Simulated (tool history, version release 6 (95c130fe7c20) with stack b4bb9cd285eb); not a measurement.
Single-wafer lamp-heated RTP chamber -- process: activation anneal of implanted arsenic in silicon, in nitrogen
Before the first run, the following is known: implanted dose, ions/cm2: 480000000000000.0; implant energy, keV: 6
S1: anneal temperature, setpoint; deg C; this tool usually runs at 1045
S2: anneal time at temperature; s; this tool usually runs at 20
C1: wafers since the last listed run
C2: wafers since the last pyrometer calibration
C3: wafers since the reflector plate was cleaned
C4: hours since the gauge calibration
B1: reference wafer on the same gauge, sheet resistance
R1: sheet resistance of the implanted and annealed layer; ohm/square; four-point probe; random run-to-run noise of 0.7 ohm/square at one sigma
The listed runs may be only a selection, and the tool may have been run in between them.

{"run": 1, "day": 0.0, "S1": 1045, "S2": 27, "C1": 0, "C2": 5733, "C3": 13341, "C4": 880.3, "B1": 202.69, "R1": 235.99}
{"day": 3.704, "done": "pyrometer window cleaned and pyrometer calibrated"}
{"run": 2, "day": 3.725, "S1": 1065, "S2": 20, "C1": 1510, "C2": 9, "C3": 14851, "C4": 969.7, "B1": 203.3, "R1": 235.8}
{"day": 4.942, "done": "reflector plate cleaned"}
{"day": 7.071, "done": "gauge calibrated"}
{"run": 3, "day": 7.662, "S1": 1045, "S2": 20, "C1": 1604, "C2": 1613, "C3": 1211, "C4": 14.2, "B1": 203.05, "R1": 244.93}
{"run": 4, "day": 9.288, "S1": 1045, "S2": 20, "C1": 723, "C2": 2337, "C3": 1934, "C4": 53.2, "B1": 202.91, "R1": 245.35}
{"run": 5, "day": 11.312, "S1": 1060, "S2": 20, "C1": 901, "C2": 3238, "C3": 2836, "C4": 101.8, "B1": 202.91, "R1": 236.39}
{"run": 6, "day": 14.483, "S1": 1060, "S2": 20, "C1": 1411, "C2": 4650, "C3": 4248, "C4": 177.9, "B1": 203.01, "R1": 236.06}
{"day": 17.633, "done": "pyrometer window cleaned and pyrometer calibrated"}
{"run": 7, "day": 19.854, "S1": 1024, "S2": 17, "C1": 2242, "C2": 989, "C3": 6490, "C4": 306.8, "B1": 202.89, "R1": 256.42}
{"run": 8, "day": 22.308, "S1": 1024, "S2": 17, "C1": 1092, "C2": 2081, "C3": 7583, "C4": 365.7, "B1": 202.97, "R1": 254.8}
{"run": 9, "day": 25.225, "S1": 1045, "S2": 20, "C1": 1298, "C2": 3380, "C3": 8882, "C4": 435.7, "B1": 202.63, "R1": 242.08}
{"run": 10, "day": 28.546, "S1": 1045, "S2": 20, "C1": 1478, "C2": 4858, "C3": 10360, "C4": 515.4, "B1": 203.17, "R1": 240.7}
{"day": 32.158, "done": "pyrometer window cleaned and pyrometer calibrated"}
{"run": 11, "day": 32.596, "S1": 1037, "S2": 20, "C1": 1654, "C2": 193, "C3": 12015, "C4": 612.6, "B1": 203.19, "R1": 247.73}
{"run": 12, "day": 36.142, "S1": 1045, "S2": 20, "C1": 1578, "C2": 1772, "C3": 13593, "C4": 697.7, "B1": 202.67, "R1": 242.6}
{"day": 40.162, "done": "reflector plate cleaned"}
{"run": 13, "day": 40.45, "S1": 1045, "S2": 20, "C1": 1769, "C2": 3542, "C3": 128, "C4": 801.1, "B1": 202.91, "R1": 243.26}
{"run": 14, "day": 44.388, "S1": 1045, "S2": 15, "C1": 1753, "C2": 5295, "C3": 1881, "C4": 895.6, "B1": 202.97, "R1": 247.94}
{"day": 45.112, "done": "gauge calibrated"}
{"run": 15, "day": 47.429, "S1": 1017, "S2": 20, "C1": 1354, "C2": 6649, "C3": 3235, "C4": 55.6, "B1": 202.74, "R1": 252.96}
{"day": 48.979, "done": "pyrometer window cleaned and pyrometer calibrated"}
{"run": 16, "day": 50.0, "S1": 1028, "S2": 10, "C1": 996, "C2": 455, "C3": 4231, "C4": 117.3, "B1": 203.15, "R1": 266.12}
{"run": 17, "day": 54.1, "S1": 1066, "S2": 20, "C1": 1825, "C2": 2280, "C3": 6056, "C4": 215.7, "B1": 202.91, "R1": 233.85}
{"run": 18, "day": 57.208, "S1": 1025, "S2": 9, "C1": 1383, "C2": 3664, "C3": 7440, "C4": 290.3, "B1": 202.86, "R1": 267.85}
{"run": 19, "day": 59.062, "S1": 1063, "S2": 20, "C1": 825, "C2": 4489, "C3": 8266, "C4": 334.8, "B1": 202.95, "R1": 234.47}
{"run": 20, "day": 61.529, "S1": 1037, "S2": 28, "C1": 1098, "C2": 5588, "C3": 9364, "C4": 394.0, "B1": 202.87, "R1": 237.93}
{"day": 65.654, "done": "pyrometer window cleaned and pyrometer calibrated"}
{"run": 21, "day": 65.829, "S1": 1045, "S2": 20, "C1": 1766, "C2": 78, "C3": 11130, "C4": 497.2, "B1": 203.03, "R1": 244.53}
{"run": 22, "day": 69.771, "S1": 1045, "S2": 20, "C1": 1754, "C2": 1833, "C3": 12885, "C4": 591.8, "B1": 202.74, "R1": 243.79}
{"run": 23, "day": 73.017, "S1": 1045, "S2": 16, "C1": 1445, "C2": 3278, "C3": 14330, "C4": 669.7, "B1": 202.74, "R1": 246.9}
{"day": 73.725, "done": "reflector plate cleaned"}
{"run": 24, "day": 75.583, "S1": 1045, "S2": 17, "C1": 994, "C2": 4272, "C3": 827, "C4": 731.3, "B1": 203.14, "R1": 248.03}

For each run, the measured value with the value that run would have given without the tool's hidden condition subtracted. The run-to-run variation is shared by both, the gauge scatter possibly not:
The hidden state here: true wafer temperature minus pyrometer reading, K; wafer temperature error from the tarnished reflector plate, K; gauge reads high (%).
run=1 R1=-6.69
run=2 R1=-3.38
run=3 R1=-2.00
run=4 R1=-2.75
run=5 R1=-3.52
run=6 R1=-4.73
run=7 R1=-4.01
run=8 R1=-4.78
run=9 R1=-5.52
run=10 R1=-6.46
run=11 R1=-3.84
run=12 R1=-4.76
run=13 R1=-2.95
run=14 R1=-4.88
run=15 R1=-6.42
run=16 R1=-2.77
run=17 R1=-3.97
run=18 R1=-5.32
run=19 R1=-5.52
run=20 R1=-6.45
run=21 R1=-3.06
run=22 R1=-4.15
run=23 R1=-5.05
run=24 R1=-3.25
